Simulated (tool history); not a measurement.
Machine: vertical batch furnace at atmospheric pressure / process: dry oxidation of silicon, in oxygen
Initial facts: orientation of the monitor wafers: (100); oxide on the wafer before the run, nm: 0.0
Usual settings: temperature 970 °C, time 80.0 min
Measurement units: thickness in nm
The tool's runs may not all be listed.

run,hour,temperature,time,"read-back reference wafer on the same gauge, thickness",thickness
1,0.0,979,80.0,45.25,49.14
2,31.3,957,80.0,45.19,41.57
3,48.4,957,80.0,45.22,41.45
4,134.6,957,80.0,45.21,41.25
5,239.7,970,80.0,45.23,46.27
6,259.6,970,64.0,45.22,39.76
7,285.2,970,64.0,45.14,39.49
# hour 324.8: thermocouples replaced and temperature profile calibrated
8,325.3,970,80.0,45.17,45.92
9,351.5,970,80.0,45.17,46.12
10,376.6,970,80.0,45.20,46.15
11,395.4,970,80.0,45.20,46.08
12,423.6,970,80.0,45.24,46.16
13,450.3,970,80.0,45.20,46.09
14,470.1,970,80.0,45.17,46.22
# hour 471.9: gauge calibrated
15,498.0,970,80.0,45.18,46.04
16,533.0,970,80.0,45.19,46.00
17,548.5,970,80.0,45.16,46.02
18,581.1,970,80.0,45.22,45.86
19,604.5,970,80.0,45.21,46.14
20,628.8,995,57.0,45.18,45.71
21,655.6,952,80.0,45.24,39.29
22,671.1,970,80.0,45.24,46.02
23,684.4,970,105.0,45.22,55.61
# hour 716.7: boat lift adjusted
24,717.2,983,80.0,45.21,51.28
25,728.2,970,80.0,45.20,45.91
26,753.1,970,80.0,45.20,46.03
27,792.8,980,80.0,45.15,49.89
28,805.6,963,64.5,45.20,37.95
29,825.1,970,65.0,45.23,40.14
30,856.2,970,80.0,45.19,45.93
31,872.6,970,43.0,45.26,30.83
32,888.8,956,80.0,45.20,41.11
33,948.4,970,80.0,45.19,45.94
34,978.4,970,108.5,45.17,56.83
35,1003.2,970,80.0,45.20,45.97
36,1023.3,970,109.5,45.23,56.99
37,1053.7,954,98.0,45.20,46.24
38,1086.8,970,80.0,45.16,46.22
39,1107.6,970,80.0,45.23,46.19
40,1139.5,987,55.0,45.22,41.20

Give the tool's hidden conditions for every run:
true tube temperature minus thermocouple reading, K: 0 at every run
monitor wafer colder than the profiled boat position, K: 0 at every run
gauge reads high (%): 0 at every run

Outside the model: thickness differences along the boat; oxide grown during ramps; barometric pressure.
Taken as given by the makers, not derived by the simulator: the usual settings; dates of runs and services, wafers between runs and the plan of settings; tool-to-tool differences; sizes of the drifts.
